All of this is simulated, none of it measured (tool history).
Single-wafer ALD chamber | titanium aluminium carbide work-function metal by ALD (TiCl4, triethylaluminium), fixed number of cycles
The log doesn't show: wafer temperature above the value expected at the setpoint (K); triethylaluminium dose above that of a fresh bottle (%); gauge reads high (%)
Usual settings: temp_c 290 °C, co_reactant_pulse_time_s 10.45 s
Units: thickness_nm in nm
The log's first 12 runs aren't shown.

| run | hour | temp_c | co_reactant_pulse_time_s | wafers since the last listed run | hours since the last thermocouple change | hours since the last triethylaluminium bottle change | hours since the showerhead was replaced | hours since the gauge calibration | read-back reference wafer on the same gauge, thickness_nm | thickness_nm |
|---|---|---|---|---|---|---|---|---|---|---|
| 13 | 868.1 | 290 | 9.33 | 649 | 1567.4 | 142.8 | 4361.0 | 1380.3 | 1.792 | 1.955 |
|  | 907.2 | thermocouple changed; heater temperature recalibrated |
| 14 | 1074.0 | 290 | 9.33 | 1705 | 166.8 | 348.7 | 4566.9 | 1586.2 | 1.793 | 1.972 |
| 15 | 1152.2 | 294 | 10.45 | 674 | 245.0 | 426.9 | 4645.1 | 1664.4 | 1.796 | 2.022 |
| 16 | 1196.8 | 294 | 6.62 | 384 | 289.6 | 471.5 | 4689.7 | 1709.0 | 1.795 | 1.939 |
| 17 | 1254.1 | 279 | 10.45 | 493 | 346.9 | 528.8 | 4747.0 | 1766.3 | 1.796 | 1.879 |
|  | 1328.4 | triethylaluminium bottle replaced |
| 18 | 1344.6 | 290 | 10.45 | 711 | 437.4 | 16.2 | 4837.5 | 1856.8 | 1.794 | 1.989 |
|  | 1367.7 | gauge calibrated |
| 19 | 1390.4 | 290 | 12.66 | 394 | 483.2 | 62.0 | 4883.3 | 22.7 | 1.737 | 1.939 |
| 20 | 1483.7 | 295 | 11.54 | 804 | 576.5 | 155.3 | 4976.6 | 116.0 | 1.742 | 1.985 |
| 21 | 1543.6 | 279 | 7.66 | 516 | 636.4 | 215.2 | 5036.5 | 175.9 | 1.748 | 1.793 |
|  | 1560.1 | showerhead replaced |
| 22 | 1584.8 | 283 | 12.70 | 286 | 677.6 | 256.4 | 24.7 | 217.1 | 1.748 | 1.897 |
| 23 | 1667.2 | 290 | 10.45 | 710 | 760.0 | 338.8 | 107.1 | 299.5 | 1.749 | 1.942 |
| 24 | 1731.9 | 290 | 9.33 | 557 | 824.7 | 403.5 | 171.8 | 364.2 | 1.749 | 1.913 |
| 25 | 1812.8 | 279 | 14.51 | 697 | 905.6 | 484.4 | 252.7 | 445.1 | 1.757 | 1.879 |
| 26 | 1913.7 | 290 | 10.45 | 869 | 1006.5 | 585.3 | 353.6 | 546.0 | 1.762 | 1.944 |
| 27 | 1992.4 | 281 | 9.19 | 678 | 1085.2 | 664.0 | 432.3 | 624.7 | 1.762 | 1.846 |
|  | 2011.8 | triethylaluminium bottle replaced |
| 28 | 2059.9 | 278 | 6.40 | 512 | 1152.7 | 48.1 | 499.8 | 692.2 | 1.762 | 1.775 |
| 29 | 2131.5 | 290 | 10.45 | 617 | 1224.3 | 119.7 | 571.4 | 763.8 | 1.768 | 1.939 |
| 30 | 2178.8 | 301 | 11.89 | 407 | 1271.6 | 167.0 | 618.7 | 811.1 | 1.768 | 2.057 |
| 31 | 2220.2 | 294 | 6.62 | 356 | 1313.0 | 208.4 | 660.1 | 852.5 | 1.765 | 1.919 |

Forecast each of these 4 alternatives for the next run:
| A | 2220.6 | 290 | 6.92 | 3 | 1313.4 | 208.8 | 660.5 | 852.9 | ? | ? |
| B | 2220.6 | 304 | 8.78 | 3 | 1313.4 | 208.8 | 660.5 | 852.9 | ? | ? |
| C | 2220.6 | 296 | 10.45 | 3 | 1313.4 | 208.8 | 660.5 | 852.9 | ? | ? |
| D | 2220.6 | 290 | 8.16 | 3 | 1313.4 | 208.8 | 660.5 | 852.9 | ? | ? |

| run | read-back reference wafer on the same gauge, thickness_nm | thickness_nm |
|---|---|---|
| A | 1.769 | 1.884 |
| B | 1.769 | 2.041 |
| C | 1.769 | 2.000 |
| D | 1.769 | 1.913 |
Without the tool's hidden state the same runs would have given:
| run | thickness_nm |
|---|---|
| A | 1.855 |
| B | 2.009 |
| C | 1.968 |
| D | 1.883 |

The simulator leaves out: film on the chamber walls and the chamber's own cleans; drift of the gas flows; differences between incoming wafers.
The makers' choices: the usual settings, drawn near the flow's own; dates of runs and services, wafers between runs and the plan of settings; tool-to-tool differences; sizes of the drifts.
